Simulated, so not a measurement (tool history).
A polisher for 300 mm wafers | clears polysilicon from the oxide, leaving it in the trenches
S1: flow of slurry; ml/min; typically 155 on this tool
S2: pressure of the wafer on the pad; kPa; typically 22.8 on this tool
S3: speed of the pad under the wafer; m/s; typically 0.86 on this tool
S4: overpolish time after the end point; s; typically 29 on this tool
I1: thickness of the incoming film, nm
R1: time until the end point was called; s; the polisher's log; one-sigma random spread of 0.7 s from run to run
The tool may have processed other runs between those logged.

run 1 hour=0 | S1=155 S2=22.8 S3=0.86 S4=23 | I1=709.9 | R1=46.6
-- hour=61.3 worn pad replaced by a new one
run 2 hour=107.3 | S1=155 S2=22.8 S3=0.86 S4=23 | I1=696.2 | R1=45
run 3 hour=171.3 | S1=155 S2=20.7 S3=0.86 S4=29 | I1=717.2 | R1=52
-- hour=206.7 slurry nozzle cleaned
run 4 hour=266.3 | S1=155 S2=22.8 S3=0.86 S4=29 | I1=709.6 | R1=46.2
-- hour=333.4 worn pad replaced by a new one
run 5 hour=347 | S1=155 S2=22.8 S3=0.86 S4=29 | I1=710 | R1=46.3
run 6 hour=418.4 | S1=155 S2=22.8 S3=0.86 S4=39 | I1=712.3 | R1=45.5
-- hour=600.9 worn pad replaced by a new one
-- hour=645.6 head pressure recalibrated
run 7 hour=670.5 | S1=155 S2=22.8 S3=0.86 S4=39 | I1=698.5 | R1=50.5
run 8 hour=734.5 | S1=155 S2=22.8 S3=0.86 S4=39 | I1=701.9 | R1=50.3
-- hour=746.4 slurry nozzle cleaned
run 9 hour=809.6 | S1=155 S2=14.5 S3=0.86 S4=29 | I1=722.9 | R1=78.9
-- hour=846.9 worn pad replaced by a new one
run 10 hour=885.1 | S1=170 S2=22.8 S3=0.86 S4=29 | I1=713 | R1=47.8
run 11 hour=975.7 | S1=155 S2=22.8 S3=0.98 S4=39 | I1=714.1 | R1=42.8
run 12 hour=1055.4 | S1=155 S2=22.8 S3=0.86 S4=29 | I1=716.7 | R1=47
-- hour=1112.5 worn pad replaced by a new one
run 13 hour=1119.4 | S1=155 S2=14.5 S3=0.86 S4=29 | I1=713.3 | R1=74
run 14 hour=1185 | S1=195 S2=25.5 S3=0.86 S4=40 | I1=703.2 | R1=40.9
run 15 hour=1232.6 | S1=110 S2=26.2 S3=1 S4=29 | I1=718.9 | R1=36.5
-- hour=1237.4 slurry nozzle cleaned
run 16 hour=1329 | S1=110 S2=15.2 S3=0.78 S4=35 | I1=708.6 | R1=80.7

Branching from run 16: 3 alternative next runs. What would each branch give?
run A hour=1329.5 | S1=155 S2=29 S3=0.86 S4=29 | I1=705 | R1=?
run B hour=1329.5 | S1=155 S2=26.2 S3=0.86 S4=29 | I1=705 | R1=?
run C hour=1329.5 | S1=155 S2=18.6 S3=0.86 S4=17 | I1=705 | R1=?

run=A R1=36.1
run=B R1=39.8
run=C R1=56.1
With the hidden condition removed and each run's random variation left untouched, the same runs would have given:
run=A R1=39.7
run=B R1=43.9
run=C R1=61.8
